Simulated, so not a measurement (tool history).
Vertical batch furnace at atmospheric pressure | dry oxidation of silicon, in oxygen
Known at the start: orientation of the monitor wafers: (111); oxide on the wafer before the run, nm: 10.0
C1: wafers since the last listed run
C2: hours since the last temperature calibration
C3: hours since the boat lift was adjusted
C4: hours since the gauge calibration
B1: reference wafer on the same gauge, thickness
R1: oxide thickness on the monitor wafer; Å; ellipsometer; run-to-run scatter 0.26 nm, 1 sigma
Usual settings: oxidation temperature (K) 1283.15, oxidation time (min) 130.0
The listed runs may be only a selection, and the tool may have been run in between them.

{"run": 1, "day": 0.0, "oxidation temperature (K)": 1283.15, "oxidation time (min)": 130.0, "C1": 0, "C2": 2371.3, "C3": 2227.6, "C4": 896.6, "B1": 135.99, "R1": 1225.4}
{"run": 2, "day": 2.725, "oxidation temperature (K)": 1283.15, "oxidation time (min)": 130.0, "C1": 438, "C2": 2436.7, "C3": 2293.0, "C4": 962.0, "B1": 136.06, "R1": 1229.1}
{"run": 3, "day": 3.858, "oxidation temperature (K)": 1283.15, "oxidation time (min)": 130.0, "C1": 182, "C2": 2463.9, "C3": 2320.2, "C4": 989.2, "B1": 135.97, "R1": 1230.7}
{"run": 4, "day": 5.442, "oxidation temperature (K)": 1283.15, "oxidation time (min)": 130.0, "C1": 254, "C2": 2501.9, "C3": 2358.2, "C4": 1027.2, "B1": 136.04, "R1": 1234.8}
{"run": 5, "day": 6.896, "oxidation temperature (K)": 1283.15, "oxidation time (min)": 130.0, "C1": 234, "C2": 2536.8, "C3": 2393.1, "C4": 1062.1, "B1": 135.98, "R1": 1233.6}
{"run": 6, "day": 9.15, "oxidation temperature (K)": 1283.15, "oxidation time (min)": 115.5, "C1": 362, "C2": 2590.9, "C3": 2447.2, "C4": 1116.2, "B1": 136.11, "R1": 1146.6}
{"run": 7, "day": 11.283, "oxidation temperature (K)": 1283.15, "oxidation time (min)": 115.5, "C1": 343, "C2": 2642.1, "C3": 2498.4, "C4": 1167.4, "B1": 136.06, "R1": 1145.0}
{"run": 8, "day": 13.367, "oxidation temperature (K)": 1275.15, "oxidation time (min)": 130.0, "C1": 335, "C2": 2692.1, "C3": 2548.4, "C4": 1217.4, "B1": 136.05, "R1": 1164.2}
{"run": 9, "day": 16.183, "oxidation temperature (K)": 1275.15, "oxidation time (min)": 130.0, "C1": 453, "C2": 2759.7, "C3": 2616.0, "C4": 1285.0, "B1": 136.03, "R1": 1166.7}
{"run": 10, "day": 17.929, "oxidation temperature (K)": 1275.15, "oxidation time (min)": 130.0, "C1": 281, "C2": 2801.6, "C3": 2657.9, "C4": 1326.9, "B1": 136.02, "R1": 1169.9}
{"day": 20.442, "done": "gauge calibrated"}
{"run": 11, "day": 20.675, "oxidation temperature (K)": 1283.15, "oxidation time (min)": 130.0, "C1": 442, "C2": 2867.5, "C3": 2723.8, "C4": 5.6, "B1": 135.94, "R1": 1236.1}
{"day": 22.242, "done": "thermocouples replaced and temperature profile calibrated"}
{"run": 12, "day": 23.012, "oxidation temperature (K)": 1283.15, "oxidation time (min)": 130.0, "C1": 215, "C2": 18.5, "C3": 2779.9, "C4": 61.7, "B1": 135.93, "R1": 1260.0}
{"day": 25.638, "done": "boat lift adjusted"}
{"run": 13, "day": 25.658, "oxidation temperature (K)": 1283.15, "oxidation time (min)": 130.0, "C1": 265, "C2": 82.0, "C3": 0.5, "C4": 125.2, "B1": 135.84, "R1": 1255.7}
{"run": 14, "day": 27.462, "oxidation temperature (K)": 1261.15, "oxidation time (min)": 82.0, "C1": 290, "C2": 125.3, "C3": 43.8, "C4": 168.5, "B1": 136.01, "R1": 811.4}
{"run": 15, "day": 30.033, "oxidation temperature (K)": 1293.15, "oxidation time (min)": 130.0, "C1": 413, "C2": 187.0, "C3": 105.5, "C4": 230.2, "B1": 136.03, "R1": 1338.6}
{"run": 16, "day": 31.35, "oxidation temperature (K)": 1283.15, "oxidation time (min)": 186.0, "C1": 212, "C2": 218.6, "C3": 137.1, "C4": 261.8, "B1": 135.89, "R1": 1562.5}
{"day": 32.421, "done": "thermocouples replaced and temperature profile calibrated, repeated, since the last time left the tool worse"}
{"run": 17, "day": 33.158, "oxidation temperature (K)": 1283.15, "oxidation time (min)": 130.0, "C1": 130, "C2": 17.7, "C3": 180.5, "C4": 305.2, "B1": 135.94, "R1": 1200.5}
{"run": 18, "day": 37.321, "oxidation temperature (K)": 1271.15, "oxidation time (min)": 130.0, "C1": 670, "C2": 117.6, "C3": 280.4, "C4": 405.1, "B1": 135.94, "R1": 1106.5}
{"run": 19, "day": 39.633, "oxidation temperature (K)": 1283.15, "oxidation time (min)": 130.0, "C1": 372, "C2": 173.1, "C3": 335.9, "C4": 460.6, "B1": 135.98, "R1": 1202.9}
{"run": 20, "day": 40.921, "oxidation temperature (K)": 1283.15, "oxidation time (min)": 180.5, "C1": 207, "C2": 204.0, "C3": 366.8, "C4": 491.5, "B1": 136.04, "R1": 1465.4}
{"run": 21, "day": 42.988, "oxidation temperature (K)": 1272.15, "oxidation time (min)": 105.0, "C1": 332, "C2": 253.6, "C3": 416.4, "C4": 541.1, "B1": 135.99, "R1": 983.5}
{"run": 22, "day": 44.629, "oxidation temperature (K)": 1283.15, "oxidation time (min)": 130.0, "C1": 264, "C2": 293.0, "C3": 455.8, "C4": 580.5, "B1": 135.83, "R1": 1206.0}
{"run": 23, "day": 45.671, "oxidation temperature (K)": 1283.15, "oxidation time (min)": 130.0, "C1": 167, "C2": 318.0, "C3": 480.8, "C4": 605.5, "B1": 136.05, "R1": 1199.8}
{"run": 24, "day": 48.65, "oxidation temperature (K)": 1292.15, "oxidation time (min)": 66.5, "C1": 479, "C2": 389.5, "C3": 552.3, "C4": 677.0, "B1": 135.97, "R1": 847.8}
{"run": 25, "day": 50.171, "oxidation temperature (K)": 1304.15, "oxidation time (min)": 100.0, "C1": 244, "C2": 426.0, "C3": 588.8, "C4": 713.5, "B1": 136.14, "R1": 1172.0}
{"run": 26, "day": 51.692, "oxidation temperature (K)": 1268.15, "oxidation time (min)": 67.5, "C1": 244, "C2": 462.5, "C3": 625.3, "C4": 750.0, "B1": 136.08, "R1": 723.3}
{"run": 27, "day": 54.083, "oxidation temperature (K)": 1264.15, "oxidation time (min)": 87.5, "C1": 385, "C2": 519.9, "C3": 682.7, "C4": 807.4, "B1": 135.91, "R1": 829.1}

Consider 4 possible next runs. They are alternatives, not a sequence: every one starts from the tool as it was left by run 27. What does each give?
{"run": "A", "day": 54.358, "oxidation temperature (K)": 1283.15, "oxidation time (min)": 158.5, "C1": 44, "C2": 526.5, "C3": 689.3, "C4": 814.0, "B1": "?", "R1": "?"}
{"run": "B", "day": 54.358, "oxidation temperature (K)": 1291.15, "oxidation time (min)": 75.5, "C1": 44, "C2": 526.5, "C3": 689.3, "C4": 814.0, "B1": "?", "R1": "?"}
{"run": "C", "day": 54.358, "oxidation temperature (K)": 1267.15, "oxidation time (min)": 167.5, "C1": 44, "C2": 526.5, "C3": 689.3, "C4": 814.0, "B1": "?", "R1": "?"}
{"run": "D", "day": 54.358, "oxidation temperature (K)": 1275.15, "oxidation time (min)": 177.5, "C1": 44, "C2": 526.5, "C3": 689.3, "C4": 814.0, "B1": "?", "R1": "?"}

run=A B1=135.98 R1=1361.4
run=B B1=135.98 R1=911.4
run=C B1=135.98 R1=1266.3
run=D B1=135.98 R1=1382.4
Without the tool's hidden state the same runs would have given:
run=A R1=1360.0
run=B R1=910.5
run=C R1=1265.1
run=D R1=1381.1

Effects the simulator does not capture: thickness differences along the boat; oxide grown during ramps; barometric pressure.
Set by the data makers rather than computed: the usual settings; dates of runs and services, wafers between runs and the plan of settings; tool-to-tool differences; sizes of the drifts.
